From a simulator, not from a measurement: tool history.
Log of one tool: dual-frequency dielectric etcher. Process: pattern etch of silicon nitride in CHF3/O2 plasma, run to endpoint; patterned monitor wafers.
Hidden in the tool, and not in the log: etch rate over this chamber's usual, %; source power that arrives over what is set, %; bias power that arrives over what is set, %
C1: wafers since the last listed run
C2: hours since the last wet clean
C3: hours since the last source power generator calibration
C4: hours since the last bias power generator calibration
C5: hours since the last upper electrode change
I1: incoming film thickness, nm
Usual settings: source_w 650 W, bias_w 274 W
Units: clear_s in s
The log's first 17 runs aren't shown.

Run 18, day 52.217: usual settings but source_w 570 W; C1 1445; C2 676.4; C3 3118.2; C4 520.9; C5 619.6; I1 72.3. Result: clear_s 41.5 s.
Run 19, day 54.992: usual settings; C1 1133; C2 743.0; C3 3184.8; C4 587.5; C5 686.2; I1 72.8. Result: clear_s 40.5 s.
At day 58.712: wet clean of the chamber.
Run 20, day 58.733: usual settings; C1 1120; C2 0.5; C3 3274.6; C4 677.3; C5 776.0; I1 72.7. Result: clear_s 38.6 s.
Run 21, day 61.642: usual settings but source_w 760 W, bias_w 214 W; C1 1188; C2 70.3; C3 3344.4; C4 747.1; C5 845.8; I1 72.7. Result: clear_s 40.6 s.
Run 22, day 70.383: usual settings but bias_w 210 W; C1 3571; C2 280.1; C3 3554.2; C4 956.9; C5 1055.6; I1 72.7. Result: clear_s 43.8 s.
At day 71.021: source power generator calibrated.
Run 23, day 74.367: usual settings but source_w 520 W, bias_w 255 W; C1 1559; C2 375.7; C3 80.3; C4 1052.5; C5 1151.2; I1 72.8. Result: clear_s 44.2 s.
Run 24, day 78.358: usual settings but source_w 740 W, bias_w 333 W; C1 1630; C2 471.5; C3 176.1; C4 1148.3; C5 1247.0; I1 71.9. Result: clear_s 34.5 s.
Run 25, day 86.954: usual settings but source_w 760 W, bias_w 210 W; C1 3512; C2 677.8; C3 382.4; C4 1354.6; C5 1453.3; I1 72.2. Result: clear_s 42.3 s.
At day 88.792: wet clean of the chamber.
Run 26, day 89.071: usual settings but source_w 580 W, bias_w 218 W; C1 456; C2 6.7; C3 433.2; C4 1405.4; C5 1504.1; I1 71.7. Result: clear_s 43.5 s.
Run 27, day 91.467: usual settings but source_w 730 W; C1 978; C2 64.2; C3 490.7; C4 1462.9; C5 1561.6; I1 72.7. Result: clear_s 36.7 s.
Run 28, day 94.933: usual settings but source_w 770 W, bias_w 228 W; C1 1416; C2 147.4; C3 573.9; C4 1546.1; C5 1644.8; I1 72.7. Result: clear_s 39.0 s.
Run 29, day 97.138: usual settings but source_w 600 W, bias_w 326 W; C1 900; C2 200.3; C3 626.8; C4 1599.0; C5 1697.7; I1 72.6. Result: clear_s 37.0 s.
Run 30, day 108.454: usual settings; C1 4623; C2 471.9; C3 898.4; C4 1870.6; C5 1969.3; I1 72.4. Result: clear_s 38.9 s.
Run 31, day 112.204: usual settings but source_w 710 W, bias_w 238 W; C1 1532; C2 561.9; C3 988.4; C4 1960.6; C5 2059.3; I1 72.4. Result: clear_s 40.5 s.
Run 32, day 116.025: usual settings but source_w 780 W, bias_w 233 W; C1 1561; C2 653.6; C3 1080.1; C4 2052.3; C5 2151.0; I1 72.3. Result: clear_s 39.5 s.
Run 33, day 120.112: usual settings but source_w 710 W, bias_w 337 W; C1 1670; C2 751.7; C3 1178.2; C4 2150.4; C5 2249.1; I1 72.8. Result: clear_s 35.4 s.
Run 34, day 122.325: usual settings but source_w 750 W, bias_w 317 W; C1 904; C2 804.8; C3 1231.3; C4 2203.5; C5 2302.2; I1 72.3. Result: clear_s 36.0 s.
At day 125.621: wet clean of the chamber.
Run 35, day 126.471: usual settings; C1 1285; C2 20.4; C3 1330.8; C4 2303.0; C5 2401.7; I1 73.3. Result: clear_s 38.7 s.

Forecast each of these 4 alternatives for the next run:
Run A, day 126.488: usual settings but bias_w 230 W; C1 6; C2 20.8; C3 1331.2; C4 2303.4; C5 2402.1; I1 73.2. Result: clear_s ?.
Run B, day 126.488: usual settings but source_w 800 W, bias_w 224 W; C1 6; C2 20.8; C3 1331.2; C4 2303.4; C5 2402.1; I1 73.2. Result: clear_s ?.
Run C, day 126.488: usual settings but source_w 800 W; C1 6; C2 20.8; C3 1331.2; C4 2303.4; C5 2402.1; I1 73.2. Result: clear_s ?.
Run D, day 126.488: usual settings but source_w 510 W, bias_w 227 W; C1 6; C2 20.8; C3 1331.2; C4 2303.4; C5 2402.1; I1 73.2. Result: clear_s ?.

run  clear_s
  A     41.6
  B     38.8
  C     35.7
  D     46.0
Without the tool's hidden state the same runs would have given:
run  clear_s
  A     41.5
  B     38.8
  C     35.6
  D     45.9
